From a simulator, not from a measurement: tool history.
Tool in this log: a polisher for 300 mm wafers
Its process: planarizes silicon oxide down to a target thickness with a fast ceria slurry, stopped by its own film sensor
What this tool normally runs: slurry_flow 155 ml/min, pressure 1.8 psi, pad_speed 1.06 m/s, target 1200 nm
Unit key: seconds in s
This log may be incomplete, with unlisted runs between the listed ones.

run   hour  slurry_flow  pressure  pad_speed  target  incoming thickness of the incoming film, nm  seconds
  1    0.0          155       1.8       1.06    1200                                       1902.5     69.7
  2    9.3          155       1.8       1.06    1200                                       1928.4     71.3
  3   19.2          155       1.8       1.06    1200                                       1894.0     68.7
      33.9  -- worn pad replaced by a new one
  4   34.4          155       1.8       1.06    1200                                       1939.2     72.9
  5   47.6          155       1.8       1.06    1200                                       1882.1     67.6
  6   62.0          155       1.8       1.06    1200                                       1904.1     70.7
  7   79.0          155       1.8       1.06    1200                                       1927.9     71.7
      92.2  -- head pressure recalibrated
     116.8  -- slurry nozzle cleaned
     119.9  -- worn pad replaced by a new one
  8  125.1          155       1.8       1.06    1200                                       1939.1     66.9
  9  132.8          155       1.8       0.84    1398                                       1935.3     62.2
 10  150.1          155       1.8       1.06    1200                                       1912.6     64.2

Predict the results of run 11:
 11  159.2          110       1.8       1.06    1200                                       1922.8        ?

{"run 11": {"seconds": 67.8}}
Minus the tool's unlogged condition, the same run would have read seconds 65.5 s.
